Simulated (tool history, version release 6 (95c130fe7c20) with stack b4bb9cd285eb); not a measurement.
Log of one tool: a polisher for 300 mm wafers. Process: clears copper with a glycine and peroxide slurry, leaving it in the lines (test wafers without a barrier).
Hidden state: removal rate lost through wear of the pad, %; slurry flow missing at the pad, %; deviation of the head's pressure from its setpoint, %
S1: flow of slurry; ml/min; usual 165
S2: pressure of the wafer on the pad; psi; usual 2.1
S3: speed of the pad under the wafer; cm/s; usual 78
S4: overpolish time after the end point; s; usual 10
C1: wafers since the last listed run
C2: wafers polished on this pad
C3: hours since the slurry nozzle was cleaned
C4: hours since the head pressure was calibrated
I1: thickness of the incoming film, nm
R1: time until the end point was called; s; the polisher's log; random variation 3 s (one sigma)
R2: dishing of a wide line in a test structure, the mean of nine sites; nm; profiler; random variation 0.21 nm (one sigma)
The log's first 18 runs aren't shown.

run,hour,S1,S2,S3,S4,C1,C2,C3,C4,I1,R1,R2
19,1277.0,130,2.1,78,5,419,1426,97.6,1045.0,586.8,185.7,10.9
20,1321.2,110,2.1,58,8,351,1777,141.8,1089.2,585.3,220.7,14.5
# hour 1363.0: head pressure recalibrated
21,1413.5,125,2.1,78,5,718,2496,234.1,50.5,595.6,207.1,10.0
22,1483.4,135,2.1,78,15,556,3052,304.0,120.4,585.6,211.0,25.6
# hour 1508.5: worn pad replaced by a new one
23,1579.9,135,2.1,78,15,736,568,400.5,216.9,584.5,192.7,27.1
24,1629.1,115,2.7,90,10,391,959,449.7,266.1,589.7,151.7,23.7
25,1690.2,165,2.1,78,10,486,1445,510.8,327.2,578.4,184.1,19.6
26,1751.5,165,1.5,78,10,487,1933,572.1,388.5,592.8,245.0,15.7
27,1806.3,165,2.5,78,10,436,2369,626.9,443.3,587.6,176.4,21.5
28,1897.2,210,2.5,92,10,723,3092,717.8,534.2,576.0,155.7,22.8
29,1954.2,165,1.6,78,13,453,3546,774.8,591.2,575.7,246.5,19.7
# hour 1972.1: slurry nozzle cleaned
30,1990.5,165,2.1,78,10,280,3827,18.4,627.5,586.6,204.2,18.5
# hour 2010.0: worn pad replaced by a new one
31,2097.9,165,2.1,78,15,822,699,125.8,734.9,590.7,180.4,28.3
32,2152.5,165,1.6,78,7,434,1134,180.4,789.5,584.3,229.2,12.5
33,2252.9,165,1.8,86,10,798,1933,280.8,889.9,582.0,196.4,19.0
34,2293.9,135,1.5,98,8,326,2259,321.8,930.9,583.5,230.2,14.1

4 ways to go on from here, each from the tool as it stands after run 34. What would each give?
A,2294.4,210,2.1,78,10,3,2263,322.3,931.4,574.7,?,?
B,2294.4,165,2.3,78,12,3,2263,322.3,931.4,574.7,?,?
C,2294.4,135,2.4,78,10,3,2263,322.3,931.4,574.7,?,?
D,2294.4,165,2.7,78,10,3,2263,322.3,931.4,574.7,?,?

run,R1,R2
A,180.0,20.7
B,172.8,24.7
C,171.6,21.5
D,152.6,23.7
Without the tool's hidden state the same runs would have given:
run,R1,R2
A,171.0,21.5
B,164.3,25.7
C,163.3,22.4
D,145.3,24.6

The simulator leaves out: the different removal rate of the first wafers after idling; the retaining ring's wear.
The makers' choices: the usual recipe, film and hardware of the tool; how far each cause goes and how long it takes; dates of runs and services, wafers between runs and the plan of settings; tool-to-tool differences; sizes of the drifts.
